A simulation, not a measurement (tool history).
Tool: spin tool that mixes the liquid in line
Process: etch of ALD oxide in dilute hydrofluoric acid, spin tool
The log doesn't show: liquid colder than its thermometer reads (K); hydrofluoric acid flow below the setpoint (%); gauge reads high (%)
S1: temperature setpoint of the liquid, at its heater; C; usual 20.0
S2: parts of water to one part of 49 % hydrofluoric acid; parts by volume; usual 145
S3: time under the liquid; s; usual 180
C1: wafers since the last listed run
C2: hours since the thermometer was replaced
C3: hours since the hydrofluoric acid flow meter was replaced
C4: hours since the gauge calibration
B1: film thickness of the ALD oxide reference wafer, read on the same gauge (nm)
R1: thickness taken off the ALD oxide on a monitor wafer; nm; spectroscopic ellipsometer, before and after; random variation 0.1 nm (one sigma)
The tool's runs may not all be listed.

run 1 hour=0.0 | S1=20.0 S2=145 S3=180 | C1=0 C2=1543.8 C3=475.9 C4=22.5 | B1=90.00 | R1=9.59
run 2 hour=7.1 | S1=20.0 S2=145 S3=180 | C1=53 C2=1550.9 C3=483.0 C4=29.6 | B1=90.03 | R1=9.68
run 3 hour=22.7 | S1=20.0 S2=145 S3=180 | C1=117 C2=1566.5 C3=498.6 C4=45.2 | B1=90.01 | R1=9.72
run 4 hour=37.6 | S1=20.0 S2=145 S3=180 | C1=112 C2=1581.4 C3=513.5 C4=60.1 | B1=90.05 | R1=9.76
run 5 hour=46.4 | S1=20.0 S2=145 S3=180 | C1=66 C2=1590.2 C3=522.3 C4=68.9 | B1=90.01 | R1=9.64
run 6 hour=53.6 | S1=20.0 S2=145 S3=180 | C1=54 C2=1597.4 C3=529.5 C4=76.1 | B1=89.99 | R1=9.65
run 7 hour=59.9 | S1=20.0 S2=145 S3=180 | C1=47 C2=1603.7 C3=535.8 C4=82.4 | B1=90.00 | R1=9.52
run 8 hour=67.4 | S1=20.0 S2=145 S3=180 | C1=56 C2=1611.2 C3=543.3 C4=89.9 | B1=90.00 | R1=9.67
run 9 hour=83.4 | S1=20.0 S2=145 S3=180 | C1=120 C2=1627.2 C3=559.3 C4=105.9 | B1=90.00 | R1=9.50
run 10 hour=99.3 | S1=20.0 S2=145 S3=180 | C1=119 C2=1643.1 C3=575.2 C4=121.8 | B1=90.00 | R1=9.59
run 11 hour=114.3 | S1=20.0 S2=145 S3=180 | C1=112 C2=1658.1 C3=590.2 C4=136.8 | B1=90.01 | R1=9.41
run 12 hour=131.3 | S1=20.0 S2=145 S3=180 | C1=127 C2=1675.1 C3=607.2 C4=153.8 | B1=90.02 | R1=9.42
run 13 hour=142.3 | S1=20.0 S2=145 S3=180 | C1=82 C2=1686.1 C3=618.2 C4=164.8 | B1=90.05 | R1=9.28
run 14 hour=150.7 | S1=20.0 S2=185 S3=125 | C1=63 C2=1694.5 C3=626.6 C4=173.2 | B1=90.01 | R1=4.93
-- hour=162.9 thermometer replaced
run 15 hour=187.5 | S1=20.0 S2=145 S3=180 | C1=269 C2=24.6 C3=663.4 C4=210.0 | B1=90.00 | R1=9.52
run 16 hour=204.0 | S1=20.0 S2=145 S3=180 | C1=124 C2=41.1 C3=679.9 C4=226.5 | B1=90.05 | R1=9.53
run 17 hour=211.3 | S1=22.0 S2=75 S3=225 | C1=54 C2=48.4 C3=687.2 C4=233.8 | B1=90.01 | R1=26.85
-- hour=219.6 gauge calibrated
run 18 hour=229.2 | S1=18.5 S2=145 S3=100 | C1=134 C2=66.3 C3=705.1 C4=9.6 | B1=89.99 | R1=4.82
run 19 hour=238.0 | S1=22.0 S2=145 S3=120 | C1=66 C2=75.1 C3=713.9 C4=18.4 | B1=90.05 | R1=6.74
run 20 hour=244.1 | S1=17.0 S2=145 S3=120 | C1=45 C2=81.2 C3=720.0 C4=24.5 | B1=90.01 | R1=5.48
run 21 hour=291.5 | S1=21.5 S2=80 S3=245 | C1=356 C2=128.6 C3=767.4 C4=71.9 | B1=90.01 | R1=26.11
run 22 hour=308.8 | S1=20.0 S2=145 S3=180 | C1=130 C2=145.9 C3=784.7 C4=89.2 | B1=90.03 | R1=9.15
-- hour=311.5 hydrofluoric acid flow meter replaced
run 23 hour=350.7 | S1=17.0 S2=145 S3=230 | C1=307 C2=187.8 C3=39.2 C4=131.1 | B1=90.02 | R1=9.70
run 24 hour=362.8 | S1=23.5 S2=190 S3=120 | C1=90 C2=199.9 C3=51.3 C4=143.2 | B1=89.99 | R1=4.61
run 25 hour=379.2 | S1=20.0 S2=145 S3=180 | C1=123 C2=216.3 C3=67.7 C4=159.6 | B1=90.02 | R1=8.49
-- hour=417.9 hydrofluoric acid flow meter replaced, repeated, since the last time left the tool worse
run 26 hour=429.9 | S1=20.0 S2=145 S3=180 | C1=373 C2=267.0 C3=12.0 C4=210.3 | B1=90.00 | R1=10.06
run 27 hour=436.6 | S1=17.0 S2=205 S3=85 | C1=50 C2=273.7 C3=18.7 C4=217.0 | B1=90.04 | R1=2.81
run 28 hour=453.7 | S1=20.0 S2=145 S3=180 | C1=128 C2=290.8 C3=35.8 C4=234.1 | B1=90.01 | R1=9.98
run 29 hour=463.2 | S1=24.0 S2=145 S3=220 | C1=71 C2=300.3 C3=45.3 C4=243.6 | B1=90.00 | R1=14.43
-- hour=466.8 gauge calibrated
run 30 hour=479.9 | S1=23.0 S2=145 S3=90 | C1=125 C2=317.0 C3=62.0 C4=13.1 | B1=89.97 | R1=5.68
run 31 hour=496.4 | S1=20.0 S2=195 S3=125 | C1=124 C2=333.5 C3=78.5 C4=29.6 | B1=90.00 | R1=4.84
run 32 hour=511.5 | S1=21.5 S2=145 S3=225 | C1=113 C2=348.6 C3=93.6 C4=44.7 | B1=90.00 | R1=13.18
run 33 hour=528.0 | S1=20.0 S2=145 S3=130 | C1=124 C2=365.1 C3=110.1 C4=61.2 | B1=90.01 | R1=7.27

Forecast each of these 3 alternatives for the next run:
run A hour=528.5 | S1=22.0 S2=145 S3=180 | C1=3 C2=365.6 C3=110.6 C4=61.7 | B1=? | R1=?
run B hour=528.5 | S1=20.0 S2=145 S3=225 | C1=3 C2=365.6 C3=110.6 C4=61.7 | B1=? | R1=?
run C hour=528.5 | S1=18.5 S2=120 S3=140 | C1=3 C2=365.6 C3=110.6 C4=61.7 | B1=? | R1=?

run=A B1=90.00 R1=10.80
run=B B1=90.00 R1=12.48
run=C B1=90.00 R1=9.07
Without the tool's hidden state the same runs would have given:
run=A R1=11.11
run=B R1=12.83
run=C R1=9.32

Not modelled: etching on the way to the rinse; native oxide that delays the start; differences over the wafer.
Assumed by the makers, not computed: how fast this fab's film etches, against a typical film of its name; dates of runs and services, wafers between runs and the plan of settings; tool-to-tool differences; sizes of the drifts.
